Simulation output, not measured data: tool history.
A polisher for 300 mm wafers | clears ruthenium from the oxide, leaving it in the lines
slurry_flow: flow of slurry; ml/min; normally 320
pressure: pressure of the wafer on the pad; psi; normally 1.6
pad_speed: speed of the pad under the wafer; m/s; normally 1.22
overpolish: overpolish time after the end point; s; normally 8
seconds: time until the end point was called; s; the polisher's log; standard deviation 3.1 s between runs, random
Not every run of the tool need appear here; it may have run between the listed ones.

| run | hour | slurry_flow | pressure | pad_speed | overpolish | incoming thickness of the incoming film, nm | seconds |
|---|---|---|---|---|---|---|---|
| 1 | 0.0 | 320 | 1.6 | 1.22 | 8 | 174.6 | 179.8 |
| 2 | 28.7 | 320 | 1.6 | 1.22 | 8 | 174.1 | 185.2 |
| 3 | 42.9 | 320 | 1.6 | 1.22 | 7 | 176.1 | 184.7 |
| 4 | 70.1 | 320 | 1.6 | 1.22 | 8 | 174.7 | 182.0 |
| 5 | 88.5 | 320 | 1.6 | 1.56 | 8 | 173.6 | 147.9 |
| 6 | 108.4 | 320 | 1.6 | 1.56 | 8 | 172.8 | 148.5 |
| 7 | 130.0 | 320 | 1.6 | 1.56 | 8 | 174.2 | 151.4 |
|  | 205.7 | worn pad replaced by a new one |
|  | 221.3 | head pressure recalibrated |
| 8 | 234.1 | 370 | 1.3 | 1.22 | 8 | 178.2 | 211.9 |
| 9 | 258.6 | 320 | 1.6 | 1.22 | 6 | 176.9 | 181.0 |
|  | 279.7 | slurry nozzle cleaned |
| 10 | 280.2 | 425 | 1.6 | 1.22 | 3 | 171.2 | 169.5 |
| 11 | 312.2 | 350 | 1.6 | 1.36 | 8 | 175.7 | 157.4 |
| 12 | 325.5 | 320 | 1.6 | 1.22 | 8 | 175.7 | 182.8 |
| 13 | 357.3 | 320 | 1.6 | 1.46 | 8 | 173.3 | 148.1 |
| 14 | 379.2 | 320 | 1.6 | 1.22 | 8 | 173.1 | 175.5 |
| 15 | 395.0 | 225 | 2.0 | 1.54 | 8 | 175.4 | 125.4 |
| 16 | 423.3 | 260 | 1.9 | 1.22 | 8 | 175.6 | 159.0 |
|  | 454.0 | worn pad replaced by a new one |
| 17 | 457.1 | 370 | 1.6 | 1.06 | 8 | 175.4 | 203.6 |

What if the next run were any one of these 5? Each begins from the tool's condition after run 17:
| A | 457.6 | 320 | 1.6 | 1.22 | 8 | 177.7 | ? |
| B | 457.6 | 320 | 1.8 | 0.86 | 8 | 177.7 | ? |
| C | 457.6 | 320 | 1.6 | 1.22 | 12 | 177.7 | ? |
| D | 457.6 | 320 | 1.6 | 0.88 | 8 | 177.7 | ? |
| E | 457.6 | 275 | 1.1 | 1.62 | 12 | 177.7 | ? |

| run | seconds |
|---|---|
| A | 187.1 |
| B | 230.6 |
| C | 187.1 |
| D | 254.0 |
| E | 211.0 |
The same runs, with their run-to-run variation unchanged, on a tool lacking any hidden condition would have given:
| run | seconds |
|---|---|
| A | 180.6 |
| B | 222.6 |
| C | 180.6 |
| D | 245.1 |
| E | 203.7 |
